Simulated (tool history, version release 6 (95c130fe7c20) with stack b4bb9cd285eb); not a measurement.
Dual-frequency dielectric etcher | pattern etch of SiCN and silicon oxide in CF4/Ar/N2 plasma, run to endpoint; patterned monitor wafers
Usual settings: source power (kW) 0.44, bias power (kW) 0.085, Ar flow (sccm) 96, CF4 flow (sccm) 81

run	day	source power (kW)	bias power (kW)	Ar flow (sccm)	CF4 flow (sccm)	wafers since the last listed run	hours since the last wet clean	hours since the last source power generator calibration	hours since the last bias power generator calibration	hours since the last Ar flow controller change	hours since the last CF4 flow controller change	hours since the last upper electrode change	incoming incoming film thickness, nm	endpoint time (s)
1	0	0.44	0.085	96	81	0	491.6	2818.5	1643.3	5693.3	5697.1	3835.5	16.8	18.1
2	0.996	0.44	0.085	96	81	400	515.5	2842.4	1667.2	5717.2	5721	3859.4	16.89	18
3	1.846	0.44	0.085	89	81	342	535.9	2862.8	1687.6	5737.6	5741.4	3879.8	16.83	17.7
4	2.871	0.44	0.085	89	81	412	560.5	2887.4	1712.2	5762.2	5766	3904.4	16.73	17.7
5	4.262	0.44	0.085	89	81	560	593.9	2920.8	1745.6	5795.6	5799.4	3937.8	16.87	18.1
6	5.2	0.44	0.085	96	81	377	616.4	2943.3	1768.1	5818.1	5821.9	3960.3	16.89	18.3
# day 5.508: Ar flow controller replaced
# day 5.971: bias power generator calibrated
# day 6.612: wet clean of the chamber
7	6.633	0.44	0.085	96	81	150	0.5	2977.7	15.9	27	5856.3	3994.7	16.91	17.3
8	7.242	0.44	0.085	96	81	244	15.1	2992.3	30.5	41.6	5870.9	4009.3	16.9	17.3
# day 8.608: upper electrode replaced
9	8.738	0.44	0.085	96	81	199	51	3028.2	66.4	77.5	5906.8	3.1	16.89	17.2
10	9.55	0.44	0.097	80	81	326	70.5	3047.7	85.9	97	5926.3	22.6	16.79	16.5
11	10.054	0.44	0.085	87	81	202	82.6	3059.8	98	109.1	5938.4	34.7	17.03	17.2
12	10.708	0.52	0.085	73	64	263	98.3	3075.5	113.7	124.8	5954.1	50.4	16.87	14.3
13	11.683	0.44	0.085	89	81	392	121.7	3098.9	137.1	148.2	5977.5	73.8	16.88	17.1
14	12.346	0.53	0.097	108	76	266	137.6	3114.8	153	164.1	5993.4	89.7	16.86	14.3
# day 14.442: source power generator calibrated
# day 14.588: CF4 flow controller replaced
15	14.983	0.47	0.096	88	96	935	200.9	13	216.3	227.4	9.5	153	16.76	15.4
16	16.242	0.44	0.085	96	81	506	231.1	43.2	246.5	257.6	39.7	183.2	17.04	17.8

Run 17 comes next. What will it give?
17	17.288	0.51	0.101	96	81	420	256.2	68.3	271.6	282.7	64.8	208.3	17.02	?

Run 17 gave endpoint time (s) 14.8.
Without the tool's hidden state the same run would have given endpoint time (s) 14.4.
